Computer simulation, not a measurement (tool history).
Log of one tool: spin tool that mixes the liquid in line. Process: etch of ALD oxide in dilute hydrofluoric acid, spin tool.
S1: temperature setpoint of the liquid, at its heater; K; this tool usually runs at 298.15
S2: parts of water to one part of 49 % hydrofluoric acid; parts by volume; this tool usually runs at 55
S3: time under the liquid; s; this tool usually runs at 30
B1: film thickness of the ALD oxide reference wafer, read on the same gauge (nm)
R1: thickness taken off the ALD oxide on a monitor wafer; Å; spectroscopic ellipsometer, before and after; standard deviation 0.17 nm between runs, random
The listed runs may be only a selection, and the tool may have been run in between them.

run 1 day=0.000 | S1=298.15 S2=60 S3=40 | B1=90.00 | R1=239.3
run 2 day=1.667 | S1=298.15 S2=55 S3=15 | B1=90.00 | R1=98.8
run 3 day=2.688 | S1=298.15 S2=55 S3=15 | B1=89.99 | R1=98.9
run 4 day=5.100 | S1=298.15 S2=55 S3=15 | B1=90.03 | R1=100.0
run 5 day=7.292 | S1=298.15 S2=55 S3=30 | B1=90.03 | R1=200.4
run 6 day=8.383 | S1=298.15 S2=55 S3=30 | B1=89.99 | R1=198.4
run 7 day=10.254 | S1=298.15 S2=55 S3=45 | B1=90.02 | R1=298.5
run 8 day=11.400 | S1=298.15 S2=55 S3=45 | B1=90.00 | R1=301.7
-- day=11.808 gauge calibrated
run 9 day=12.892 | S1=298.15 S2=55 S3=30 | B1=90.01 | R1=200.7
run 10 day=15.071 | S1=298.15 S2=55 S3=30 | B1=90.02 | R1=202.5
run 11 day=16.400 | S1=298.15 S2=55 S3=30 | B1=89.99 | R1=201.5
run 12 day=18.067 | S1=298.15 S2=45 S3=25 | B1=89.99 | R1=208.5
run 13 day=19.750 | S1=298.15 S2=45 S3=25 | B1=90.02 | R1=208.6
run 14 day=21.096 | S1=295.15 S2=70 S3=30 | B1=89.99 | R1=138.1
run 15 day=22.312 | S1=298.15 S2=55 S3=30 | B1=90.00 | R1=201.0
run 16 day=24.517 | S1=296.15 S2=85 S3=35 | B1=89.98 | R1=136.3
-- day=26.167 hydrofluoric acid flow meter replaced
run 17 day=26.400 | S1=301.65 S2=30 S3=50 | B1=89.97 | R1=715.4
run 18 day=27.546 | S1=295.65 S2=35 S3=20 | B1=89.99 | R1=185.8
run 19 day=28.942 | S1=298.15 S2=55 S3=30 | B1=90.01 | R1=191.8
run 20 day=30.279 | S1=298.15 S2=45 S3=25 | B1=90.00 | R1=200.9
-- day=30.471 thermometer replaced
run 21 day=32.942 | S1=294.65 S2=55 S3=30 | B1=90.00 | R1=171.6
run 22 day=35.017 | S1=298.15 S2=55 S3=30 | B1=90.02 | R1=194.8
run 23 day=36.100 | S1=298.15 S2=55 S3=30 | B1=90.00 | R1=198.7
run 24 day=38.908 | S1=295.65 S2=45 S3=15 | B1=90.02 | R1=107.4
run 25 day=40.571 | S1=298.15 S2=55 S3=50 | B1=90.00 | R1=326.6
run 26 day=43.425 | S1=293.15 S2=30 S3=15 | B1=90.00 | R1=150.0
-- day=44.050 gauge calibrated
run 27 day=46.342 | S1=298.15 S2=80 S3=30 | B1=89.98 | R1=132.3
run 28 day=53.696 | S1=295.15 S2=55 S3=30 | B1=89.99 | R1=175.8
run 29 day=56.442 | S1=298.15 S2=55 S3=35 | B1=89.99 | R1=232.7
run 30 day=58.512 | S1=302.65 S2=40 S3=30 | B1=90.00 | R1=332.7

Below, some changes in R1 between adjacent runs. For each, the amount present without the hidden state too (settings, incoming material, random variation) and the amount remaining for the hidden state with gauge scatter not shared by both compared results:
Hidden state at play: liquid colder than its thermometer reads (K); hydrofluoric acid flow above the setpoint (%); gauge reads high (%).
Run 6 -> 7: S3 30 -> 45. R1 +100.1 Å: hidden state +4.4, all else +95.7.
Run 16 -> 17: S1 296.15 -> 301.65, S2 85 -> 30, S3 35 -> 50, hydrofluoric acid flow meter replaced. R1 +579.1 Å: hidden state -5.8, all else +584.9.
Run 17 -> 18: S1 301.65 -> 295.65, S2 30 -> 35, S3 50 -> 20. R1 -529.6 Å: hidden state -1.1, all else -528.5.
Run 24 -> 25: S1 295.65 -> 298.15, S2 45 -> 55, S3 15 -> 50. R1 +219.2 Å: hidden state +4.1, all else +215.1.
